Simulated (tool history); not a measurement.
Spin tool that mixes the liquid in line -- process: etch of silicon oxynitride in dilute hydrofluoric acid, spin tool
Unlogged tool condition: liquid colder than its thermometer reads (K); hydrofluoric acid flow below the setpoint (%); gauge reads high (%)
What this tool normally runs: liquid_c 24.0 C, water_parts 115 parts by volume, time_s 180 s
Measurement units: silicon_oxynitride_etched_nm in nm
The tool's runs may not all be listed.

| run | day | liquid_c | water_parts | time_s | wafers since the last listed run | hours since the thermometer was replaced | hours since the hydrofluoric acid flow meter was replaced | hours since the gauge calibration | read-back film thickness of the silicon oxynitride reference wafer, read on the same gauge (nm) | silicon_oxynitride_etched_nm |
|---|---|---|---|---|---|---|---|---|---|---|
| 1 | 0.000 | 24.0 | 115 | 180 | 0 | 2456.0 | 1828.1 | 210.3 | 60.009 | 4.495 |
| 2 | 0.308 | 24.0 | 115 | 225 | 42 | 2463.4 | 1835.5 | 217.7 | 59.964 | 5.593 |
| 3 | 0.596 | 22.5 | 95 | 180 | 39 | 2470.3 | 1842.4 | 224.6 | 60.018 | 5.143 |
| 4 | 1.125 | 22.5 | 95 | 180 | 72 | 2483.0 | 1855.1 | 237.3 | 60.005 | 5.131 |
| 5 | 1.583 | 24.0 | 115 | 180 | 63 | 2494.0 | 1866.1 | 248.3 | 60.010 | 4.441 |
| 6 | 1.896 | 24.0 | 115 | 180 | 43 | 2501.5 | 1873.6 | 255.8 | 60.004 | 4.490 |
| 7 | 2.462 | 24.0 | 115 | 180 | 78 | 2515.1 | 1887.2 | 269.4 | 59.980 | 4.486 |
| 8 | 3.162 | 24.0 | 115 | 180 | 96 | 2531.9 | 1904.0 | 286.2 | 60.033 | 4.410 |
| 9 | 3.908 | 24.0 | 115 | 180 | 102 | 2549.8 | 1921.9 | 304.1 | 60.035 | 4.429 |
| 10 | 4.583 | 24.0 | 115 | 180 | 93 | 2566.0 | 1938.1 | 320.3 | 60.017 | 4.455 |
| 11 | 4.942 | 24.0 | 75 | 100 | 49 | 2574.6 | 1946.7 | 328.9 | 60.006 | 3.947 |
| 12 | 5.354 | 24.0 | 115 | 150 | 56 | 2584.5 | 1956.6 | 338.8 | 59.988 | 3.667 |
| 13 | 5.867 | 24.0 | 115 | 150 | 70 | 2596.8 | 1968.9 | 351.1 | 60.003 | 3.680 |
| 14 | 6.312 | 24.0 | 115 | 150 | 61 | 2607.5 | 1979.6 | 361.8 | 60.012 | 3.709 |
|  | 6.683 | hydrofluoric acid flow meter replaced |
| 15 | 6.704 | 22.5 | 95 | 180 | 48 | 2616.9 | 0.5 | 371.2 | 60.017 | 5.833 |
| 16 | 6.958 | 19.5 | 115 | 140 | 35 | 2623.0 | 6.6 | 377.3 | 60.024 | 3.199 |
|  | 7.625 | thermometer replaced |
| 17 | 9.167 | 20.5 | 170 | 115 | 298 | 37.0 | 59.6 | 430.3 | 59.994 | 1.787 |
| 18 | 9.558 | 26.5 | 80 | 265 | 54 | 46.4 | 69.0 | 439.7 | 60.015 | 12.355 |
| 19 | 10.229 | 24.0 | 115 | 180 | 92 | 62.5 | 85.1 | 455.8 | 59.981 | 5.054 |
| 20 | 10.721 | 24.0 | 165 | 120 | 67 | 74.3 | 96.9 | 467.6 | 60.002 | 2.256 |
|  | 10.871 | gauge calibrated |
| 21 | 11.371 | 19.5 | 90 | 100 | 89 | 89.9 | 112.5 | 12.0 | 59.989 | 2.949 |
| 22 | 11.692 | 24.0 | 55 | 180 | 44 | 97.6 | 120.2 | 19.7 | 59.994 | 11.088 |
| 23 | 12.350 | 22.5 | 95 | 180 | 90 | 113.4 | 136.0 | 35.5 | 60.034 | 5.750 |
| 24 | 12.754 | 27.0 | 135 | 180 | 55 | 123.1 | 145.7 | 45.2 | 59.990 | 4.849 |
| 25 | 13.275 | 27.5 | 140 | 290 | 71 | 135.6 | 158.2 | 57.7 | 59.997 | 7.598 |
| 26 | 13.821 | 22.5 | 75 | 75 | 75 | 148.7 | 171.3 | 70.8 | 59.988 | 3.089 |
| 27 | 14.462 | 25.5 | 90 | 250 | 88 | 164.1 | 186.7 | 86.2 | 59.961 | 9.816 |
| 28 | 14.988 | 22.0 | 170 | 240 | 72 | 176.7 | 199.3 | 98.8 | 60.035 | 3.984 |
| 29 | 15.588 | 24.0 | 140 | 285 | 82 | 191.1 | 213.7 | 113.2 | 59.996 | 6.343 |
| 30 | 16.329 | 24.0 | 165 | 120 | 102 | 208.9 | 231.5 | 131.0 | 59.991 | 2.228 |
| 31 | 16.796 | 28.0 | 130 | 265 | 64 | 220.1 | 242.7 | 142.2 | 59.985 | 7.729 |
| 32 | 17.188 | 20.5 | 165 | 100 | 54 | 229.5 | 252.1 | 151.6 | 59.990 | 1.578 |

Selected run-to-run steps in silicon_oxynitride_etched_nm, each split into two signed amounts: the part the tool would show with no hidden state at all (from settings, incoming material and random variation), and the remainder, which goes to the hidden state together with any gauge scatter not common to the measured and the hidden-state-free results:
Run 14 -> 15: liquid_c 24.0 -> 22.5, water_parts 115 -> 95, time_s 150 -> 180, hydrofluoric acid flow meter replaced. silicon_oxynitride_etched_nm +2.124 nm: hidden state +0.540, all else +1.584.
Run 17 -> 18: liquid_c 20.5 -> 26.5, water_parts 170 -> 80, time_s 115 -> 265. silicon_oxynitride_etched_nm +10.568 nm: hidden state -0.174, all else +10.742.
Run 18 -> 19: liquid_c 26.5 -> 24.0, water_parts 80 -> 115, time_s 265 -> 180. silicon_oxynitride_etched_nm -7.301 nm: hidden state +0.113, all else -7.414.
Run 21 -> 22: liquid_c 19.5 -> 24.0, water_parts 90 -> 55, time_s 100 -> 180. silicon_oxynitride_etched_nm +8.139 nm: hidden state -0.156, all else +8.295.
Run 31 -> 32: liquid_c 28.0 -> 20.5, water_parts 130 -> 165, time_s 265 -> 100. silicon_oxynitride_etched_nm -6.151 nm: hidden state +0.179, all else -6.330.
